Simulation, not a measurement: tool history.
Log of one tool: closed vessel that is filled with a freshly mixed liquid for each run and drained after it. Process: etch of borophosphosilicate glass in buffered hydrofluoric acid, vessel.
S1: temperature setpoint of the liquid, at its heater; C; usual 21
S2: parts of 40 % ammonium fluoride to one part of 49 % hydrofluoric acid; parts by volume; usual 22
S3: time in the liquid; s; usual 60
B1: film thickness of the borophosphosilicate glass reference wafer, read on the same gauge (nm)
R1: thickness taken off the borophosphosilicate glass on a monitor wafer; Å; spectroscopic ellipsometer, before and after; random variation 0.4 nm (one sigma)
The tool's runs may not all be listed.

{"run": 1, "hour": 0.0, "S1": 21, "S2": 18, "S3": 60, "B1": 90.01, "R1": 711.2}
{"run": 2, "hour": 50.5, "S1": 21, "S2": 18, "S3": 60, "B1": 89.97, "R1": 712.1}
{"run": 3, "hour": 92.5, "S1": 21, "S2": 22, "S3": 60, "B1": 89.99, "R1": 592.4}
{"run": 4, "hour": 132.8, "S1": 21, "S2": 22, "S3": 60, "B1": 89.97, "R1": 606.6}
{"run": 5, "hour": 188.9, "S1": 21, "S2": 22, "S3": 60, "B1": 90.04, "R1": 605.3}
{"run": 6, "hour": 213.8, "S1": 21, "S2": 22, "S3": 60, "B1": 90.01, "R1": 602.4}
{"run": 7, "hour": 279.7, "S1": 21, "S2": 22, "S3": 60, "B1": 90.02, "R1": 605.8}
{"hour": 322.6, "done": "thermometer replaced"}
{"run": 8, "hour": 356.3, "S1": 21, "S2": 22, "S3": 60, "B1": 90, "R1": 532.5}
{"run": 9, "hour": 422.0, "S1": 17, "S2": 22, "S3": 60, "B1": 90.02, "R1": 424.1}
{"hour": 430.7, "done": "hydrofluoric acid flow meter replaced"}
{"run": 10, "hour": 475.9, "S1": 22.5, "S2": 15.5, "S3": 60, "B1": 90.01, "R1": 800.1}
{"hour": 501.0, "done": "gauge calibrated"}
{"run": 11, "hour": 539.2, "S1": 19, "S2": 28, "S3": 30, "B1": 89.98, "R1": 202.5}
{"run": 12, "hour": 589.9, "S1": 22.5, "S2": 22, "S3": 45, "B1": 89.97, "R1": 436.1}
{"run": 13, "hour": 642.9, "S1": 19.5, "S2": 18, "S3": 60, "B1": 89.97, "R1": 581.3}
{"run": 14, "hour": 667.6, "S1": 17.5, "S2": 19.5, "S3": 30, "B1": 90.01, "R1": 243.6}
{"run": 15, "hour": 706.2, "S1": 21, "S2": 22, "S3": 60, "B1": 89.99, "R1": 540.2}
{"run": 16, "hour": 741.0, "S1": 18.5, "S2": 26, "S3": 60, "B1": 90, "R1": 419.7}
{"run": 17, "hour": 784.1, "S1": 19, "S2": 22, "S3": 45, "B1": 90, "R1": 361.5}

Forecast each of these 4 alternatives for the next run:
{"run": "A", "hour": 784.8, "S1": 21, "S2": 22, "S3": 60, "B1": "?", "R1": "?"}
{"run": "B", "hour": 784.8, "S1": 21, "S2": 22, "S3": 90, "B1": "?", "R1": "?"}
{"run": "C", "hour": 784.8, "S1": 21, "S2": 19, "S3": 60, "B1": "?", "R1": "?"}
{"run": "D", "hour": 784.8, "S1": 25, "S2": 19, "S3": 35, "B1": "?", "R1": "?"}

run=A B1=90 R1=543.1
run=B B1=90 R1=814.6
run=C B1=90 R1=610.3
run=D B1=90 R1=442.4
Without the tool's hidden state the same runs would have given:
run=A R1=524.2
run=B R1=786.3
run=C R1=589.2
run=D R1=427.4
